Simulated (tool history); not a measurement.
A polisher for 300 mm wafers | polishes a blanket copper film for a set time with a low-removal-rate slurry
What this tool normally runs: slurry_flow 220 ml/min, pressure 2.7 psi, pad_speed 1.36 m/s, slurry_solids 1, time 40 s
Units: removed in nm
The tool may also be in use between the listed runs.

| run | hour | slurry_flow | pressure | pad_speed | slurry_solids | time | wafers since the last listed run | wafers polished on this pad | hours since the slurry nozzle was cleaned | hours since the head pressure was calibrated | hours since the slurry blender was calibrated | incoming thickness of the incoming film, nm | removed |
|---|---|---|---|---|---|---|---|---|---|---|---|---|---|
| 1 | 0 | 220 | 2.7 | 1.36 | 1 | 44 | 0 | 1630 | 112.9 | 259.9 | 42.9 | 1069.1 | 151.1 |
| 2 | 26.9 | 220 | 2.7 | 1.36 | 1 | 44 | 361 | 1991 | 139.8 | 286.8 | 69.8 | 1057.8 | 147.3 |
| 3 | 76.4 | 280 | 2.7 | 1.36 | 1 | 40 | 665 | 2657 | 189.3 | 336.3 | 119.3 | 1072.9 | 132.1 |
| 4 | 142.8 | 220 | 2.7 | 1.36 | 0.85 | 40 | 892 | 3550 | 255.7 | 402.7 | 185.7 | 1080.8 | 124 |
|  | 147.5 | worn pad replaced by a new one |
| 5 | 213.4 | 220 | 2.7 | 1.36 | 0.85 | 40 | 895 | 885 | 326.3 | 473.3 | 256.3 | 1079.1 | 134.7 |
| 6 | 278.1 | 220 | 2.7 | 1.36 | 0.85 | 40 | 870 | 1755 | 391 | 538 | 321 | 1086.7 | 130.2 |
| 7 | 307.8 | 220 | 2.7 | 1.36 | 1 | 31 | 399 | 2155 | 420.7 | 567.7 | 350.7 | 1078.6 | 105.7 |
| 8 | 347.1 | 220 | 2.7 | 1.36 | 1 | 40 | 528 | 2683 | 460 | 607 | 390 | 1068.7 | 132.9 |
|  | 416.2 | worn pad replaced by a new one |
| 9 | 416.7 | 220 | 2.7 | 1.12 | 1 | 40 | 882 | 6 | 529.6 | 676.6 | 459.6 | 1067 | 125.7 |
|  | 432.9 | slurry blender recalibrated |
| 10 | 439.8 | 220 | 2.7 | 1.36 | 1 | 40 | 283 | 289 | 552.7 | 699.7 | 6.9 | 1065.6 | 143 |
| 11 | 506.9 | 220 | 2.7 | 1.36 | 1 | 40 | 902 | 1192 | 619.8 | 766.8 | 74 | 1082.5 | 137.1 |
| 12 | 546.8 | 255 | 2.7 | 1.36 | 1 | 40 | 536 | 1728 | 659.7 | 806.7 | 113.9 | 1087.5 | 137.4 |
| 13 | 609.1 | 220 | 2.7 | 1.36 | 1 | 46 | 837 | 2566 | 722 | 869 | 176.2 | 1065.5 | 149.2 |
| 14 | 650 | 150 | 3.6 | 1.8 | 1 | 40 | 550 | 3116 | 762.9 | 909.9 | 217.1 | 1046.1 | 203.6 |
|  | 655.7 | worn pad replaced by a new one |
| 15 | 705.4 | 220 | 1.8 | 1.36 | 1 | 40 | 691 | 668 | 818.3 | 965.3 | 272.5 | 1076.6 | 92.4 |
|  | 778 | slurry nozzle cleaned |
| 16 | 778.5 | 220 | 2.4 | 1.36 | 1 | 48 | 969 | 1637 | 0.5 | 1038.4 | 345.6 | 1057.2 | 146.8 |
|  | 802.3 | head pressure recalibrated |
| 17 | 803 | 250 | 3.1 | 1.36 | 1 | 40 | 302 | 1940 | 25 | 0.7 | 370.1 | 1047.8 | 157.3 |
| 18 | 836.9 | 220 | 1.9 | 1.18 | 1.15 | 40 | 455 | 2396 | 58.9 | 34.6 | 404 | 1071.6 | 86.1 |
|  | 851.6 | slurry blender recalibrated |
| 19 | 899 | 295 | 2.7 | 1.36 | 1 | 40 | 808 | 3204 | 121 | 96.7 | 47.4 | 1074.7 | 129.3 |
|  | 918.5 | worn pad replaced by a new one |
| 20 | 1029.9 | 220 | 2.7 | 1.36 | 1 | 40 | 1706 | 1497 | 251.9 | 227.6 | 178.3 | 1070.6 | 137.5 |
| 21 | 1081.7 | 220 | 2.7 | 1.36 | 1 | 40 | 696 | 2194 | 303.7 | 279.4 | 230.1 | 1057.8 | 131.4 |
| 22 | 1113.5 | 220 | 3.2 | 0.96 | 0.8 | 49 | 427 | 2622 | 335.5 | 311.2 | 261.9 | 1068.4 | 141.2 |
| 23 | 1177.5 | 285 | 3.1 | 1.36 | 1 | 40 | 860 | 3482 | 399.5 | 375.2 | 325.9 | 1061.9 | 146.6 |
| 24 | 1204 | 150 | 2.7 | 1.36 | 1 | 40 | 356 | 3839 | 426 | 401.7 | 352.4 | 1074.6 | 119.3 |
|  | 1225.7 | worn pad replaced by a new one |
|  | 1227.5 | slurry blender recalibrated |
| 25 | 1273 | 220 | 2.7 | 1.36 | 1.2 | 33 | 849 | 611 | 495 | 470.7 | 45.5 | 1084.3 | 119.6 |
| 26 | 1327.3 | 220 | 2.7 | 1.36 | 1 | 40 | 730 | 1342 | 549.3 | 525 | 99.8 | 1086.6 | 137.2 |
| 27 | 1390.1 | 220 | 2.7 | 0.92 | 1 | 40 | 844 | 2186 | 612.1 | 587.8 | 162.6 | 1090.8 | 103.5 |

Alternative continuations, all from the tool just after run 27; predict every row:
| A | 1390.5 | 220 | 2.7 | 1.36 | 1 | 52 | 5 | 2191 | 612.5 | 588.2 | 163 | 1070.1 | ? |
| B | 1390.5 | 260 | 2.1 | 1.54 | 1 | 31 | 5 | 2191 | 612.5 | 588.2 | 163 | 1070.1 | ? |
| C | 1390.5 | 250 | 2.7 | 1.36 | 1 | 27 | 5 | 2191 | 612.5 | 588.2 | 163 | 1070.1 | ? |

| run | removed |
|---|---|
| A | 175.2 |
| B | 90.5 |
| C | 92 |
Stripped of hidden state, with their random variation kept, the same runs would have yielded:
| run | removed |
|---|---|
| A | 189.2 |
| B | 97.7 |
| C | 99.4 |

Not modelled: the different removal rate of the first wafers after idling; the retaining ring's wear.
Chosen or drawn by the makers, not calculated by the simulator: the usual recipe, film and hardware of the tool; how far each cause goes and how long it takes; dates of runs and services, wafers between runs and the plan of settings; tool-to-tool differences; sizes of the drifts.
